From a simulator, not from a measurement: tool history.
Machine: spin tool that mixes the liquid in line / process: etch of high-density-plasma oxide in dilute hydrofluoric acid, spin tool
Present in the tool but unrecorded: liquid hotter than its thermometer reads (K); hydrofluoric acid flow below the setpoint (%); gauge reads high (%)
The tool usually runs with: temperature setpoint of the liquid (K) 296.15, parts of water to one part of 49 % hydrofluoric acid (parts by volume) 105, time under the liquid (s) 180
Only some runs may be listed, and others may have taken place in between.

run,hour,temperature setpoint of the liquid (K),parts of water to one part of 49 % hydrofluoric acid (parts by volume),time under the liquid (s),wafers since the last listed run,hours since the thermometer was replaced,hours since the hydrofluoric acid flow meter was replaced,hours since the gauge calibration,"read-back film thickness of the high-density-plasma oxide reference wafer, read on the same gauge (nm)",thickness taken off the high-density-plasma oxide on a monitor wafer (nm)
1,0,296.15,105,180,0,628,486.3,179.7,120,11.25
2,83.7,296.15,105,180,764,711.7,570,263.4,120,11.18
3,140.6,296.15,105,180,519,768.6,626.9,320.3,120.01,10.93
4,199.8,296.15,105,180,540,827.8,686.1,379.5,120,10.89
5,289,296.15,105,180,815,917,775.3,468.7,120,10.8
# hour 326.2: hydrofluoric acid flow meter replaced
# hour 368.7: thermometer replaced
6,387.6,296.15,105,180,882,18.9,61.4,567.3,120,11.41
7,472.4,296.15,105,180,774,103.7,146.2,652.1,120.01,11.33
8,556.3,296.15,105,180,766,187.6,230.1,736,120,11.18
9,638.9,296.15,80,180,754,270.2,312.7,818.6,120,14.96
10,736.9,296.15,105,180,895,368.2,410.7,916.6,119.99,11.37
# hour 790.7: gauge calibrated
11,807.6,296.15,105,180,645,438.9,481.4,16.9,120,11.11
12,911.9,298.15,145,285,952,543.2,585.7,121.2,120,13.02
13,1009.1,298.65,65,180,888,640.4,682.9,218.4,119.99,21.18
# hour 1050: hydrofluoric acid flow meter replaced
14,1057.6,296.15,105,260,433,688.9,7.6,266.9,120.01,17.4
# hour 1114.1: thermometer replaced
15,1336.7,296.15,105,260,2540,222.6,286.7,546,120.01,16.27
16,1406.8,296.15,120,220,640,292.7,356.8,616.1,120,11.94
17,1477.9,291.65,105,180,649,363.8,427.9,687.2,120,9.37
18,1553.5,294.65,105,180,690,439.4,503.5,762.8,120,10.52
19,1623.6,296.15,105,180,640,509.5,573.6,832.9,120.02,11.1
20,1671.8,293.15,105,250,440,557.7,621.8,881.1,120,13.76
21,1730.6,293.15,70,235,537,616.5,680.6,939.9,119.99,20.18
22,1772.8,296.15,105,130,385,658.7,722.8,982.1,119.99,7.99

4 ways to go on from here, each from the tool as it stands after run 22. What would each give?
A,1773.3,296.15,105,275,4,659.2,723.3,982.6,?,?
B,1773.3,298.15,105,180,4,659.2,723.3,982.6,?,?
C,1773.3,296.15,90,180,4,659.2,723.3,982.6,?,?
D,1773.3,296.15,105,225,4,659.2,723.3,982.6,?,?

run,"read-back film thickness of the high-density-plasma oxide reference wafer, read on the same gauge (nm)",thickness taken off the high-density-plasma oxide on a monitor wafer (nm)
A,120,16.7
B,120,11.81
C,120,13
D,120,13.66
Stripped of hidden state, with their random variation kept, the same runs would have yielded:
run,thickness taken off the high-density-plasma oxide on a monitor wafer (nm)
A,17.48
B,12.38
C,13.59
D,14.3
